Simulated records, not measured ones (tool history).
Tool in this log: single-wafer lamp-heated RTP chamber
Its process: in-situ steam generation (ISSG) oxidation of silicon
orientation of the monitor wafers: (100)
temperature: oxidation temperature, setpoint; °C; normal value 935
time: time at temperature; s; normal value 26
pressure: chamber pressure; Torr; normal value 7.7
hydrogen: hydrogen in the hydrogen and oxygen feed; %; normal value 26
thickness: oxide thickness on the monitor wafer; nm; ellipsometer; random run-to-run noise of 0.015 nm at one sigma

run     day  temperature  time  pressure  hydrogen  wafers since the last listed run  wafers since the last pyrometer calibration  hours since the pressure gauge was zeroed  hours since the hydrogen flow controller was replaced  hours since the gauge calibration  read-back reference wafer on the same gauge, thickness  thickness
  1   0.000          935    20       8.4        26                                 0                                         1943                                     2333.7                                                 3901.6                              427.9                                                   4.521      4.848
  2   2.300          935    30       7.7        26                               618                                         2561                                     2388.9                                                 3956.8                              483.1                                                   4.520      5.766
  3   4.288          935    30       7.7        26                               534                                         3096                                     2436.6                                                 4004.5                              530.8                                                   4.521      5.767
  4   6.712          935    30       7.7        26                               652                                         3748                                     2494.8                                                 4062.7                              589.0                                                   4.520      5.799
  5   8.008          935    26       7.7        26                               348                                         4096                                     2525.9                                                 4093.8                              620.1                                                   4.520      5.429
      9.388  -- pyrometer window cleaned and pyrometer calibrated
  6  10.112          935    26       7.7        26                               476                                          195                                     2576.4                                                 4144.3                              670.6                                                   4.517      5.363
  7  12.275          935    26       7.7        26                               581                                          776                                     2628.3                                                 4196.2                              722.5                                                   4.521      5.355
  8  14.233          935    26       7.7        26                               526                                         1303                                     2675.3                                                 4243.2                              769.5                                                   4.518      5.382
  9  15.946          935    26       7.7        26                               460                                         1763                                     2716.4                                                 4284.3                              810.6                                                   4.521      5.422
 10  18.521          935    26       7.7        26                               692                                         2456                                     2778.2                                                 4346.1                              872.4                                                   4.519      5.421
 11  21.450          935    26       7.7        26                               787                                         3243                                     2848.5                                                 4416.4                              942.7                                                   4.519      5.440
 12  23.296          935    26       6.9        26                               496                                         3740                                     2892.8                                                 4460.7                              987.0                                                   4.520      5.425
 13  25.208          944    26       7.2        31                               514                                         4254                                     2938.7                                                 4506.6                             1032.9                                                   4.520      5.853
     26.188  -- pyrometer window cleaned and pyrometer calibrated
 14  26.858          935    26       7.7        17                               354                                          180                                     2978.3                                                 4546.2                             1072.5                                                   4.521      4.820
 15  29.212          935    26       6.9        19                               632                                          813                                     3034.8                                                 4602.7                             1129.0                                                   4.516      4.937
     32.054  -- hydrogen flow controller replaced
 16  37.362          949    26       7.0        26                              2101                                         2915                                     3230.4                                                  127.4                             1324.6                                                   4.519      5.651
 17  38.542          935    19       8.3        26                               317                                         3232                                     3258.7                                                  155.7                             1352.9                                                   4.519      4.758
     40.079  -- pressure gauge zeroed
 18  40.438          951    23       6.9        23                               420                                         3652                                        8.6                                                  201.2                             1398.4                                                   4.521      5.248
     41.042  -- pyrometer window cleaned and pyrometer calibrated
 19  41.704          949    26       7.0        26                               250                                          178                                       39.0                                                  231.6                             1428.8                                                   4.521      5.562
     41.992  -- gauge calibrated
 20  43.679          928    31       7.7        22                               531                                          709                                       86.4                                                  279.0                               40.5                                                   4.521      5.434
 21  45.808          925    26       7.7        26                               572                                         1281                                      137.5                                                  330.1                               91.6                                                   4.518      5.216
 22  47.525          947    22       8.6        32                               461                                         1743                                      178.7                                                  371.3                              132.8                                                   4.521      5.471
 23  49.158          928    33       8.8        26                               439                                         2182                                      217.9                                                  410.5                              172.0                                                   4.519      5.837
 24  50.529          935    21       7.7        26                               368                                         2550                                      250.8                                                  443.4                              204.9                                                   4.519      4.969
 25  51.671          935    26       7.7        26                               306                                         2857                                      278.2                                                  470.8                              232.3                                                   4.519      5.400
 26  54.404          928    31       7.7        22                               734                                         3592                                      343.8                                                  536.4                              297.9                                                   4.520      5.524
 27  56.696          915    22       7.7        26                               616                                         4208                                      398.8                                                  591.4                              352.9                                                   4.518      4.818
 28  57.792          935    26       7.7        26                               294                                         4503                                      425.1                                                  617.7                              379.2                                                   4.521      5.448
     58.929  -- pyrometer window cleaned and pyrometer calibrated
 29  59.333          935    26       7.7        26                               324                                          108                                      462.1                                                  654.7                              416.2                                                   4.520      5.294
 30  60.675          935    26       7.7        26                               360                                          469                                      494.3                                                  686.9                              448.4                                                   4.519      5.336

Give the tool's hidden conditions for every run:
true pressure minus gauge reading, Torr: 0, the same for each run
deviation of the hydrogen flow from its setpoint, %: 0, the same for each run
gauge reads high (%): 0, the same for each run
H1: true wafer temperature minus pyrometer reading, K
run     H1
  1    6.9
  2   7.68
  3   8.13
  4    8.5
  5   8.65
  6   2.36
  7   4.74
  8   6.22
  9   7.15
 10    8.1
 11   8.76
 12   9.03
 13   9.23
 14  0.963
 15   3.53
 16   7.27
 17   7.49
 18   7.75
 19   1.93
 20   4.16
 21   5.82
 22   6.77
 23   7.43
 24   7.86
 25   8.14
 26   8.62
 27   8.87
 28   8.96
 29   1.07
 30   2.74

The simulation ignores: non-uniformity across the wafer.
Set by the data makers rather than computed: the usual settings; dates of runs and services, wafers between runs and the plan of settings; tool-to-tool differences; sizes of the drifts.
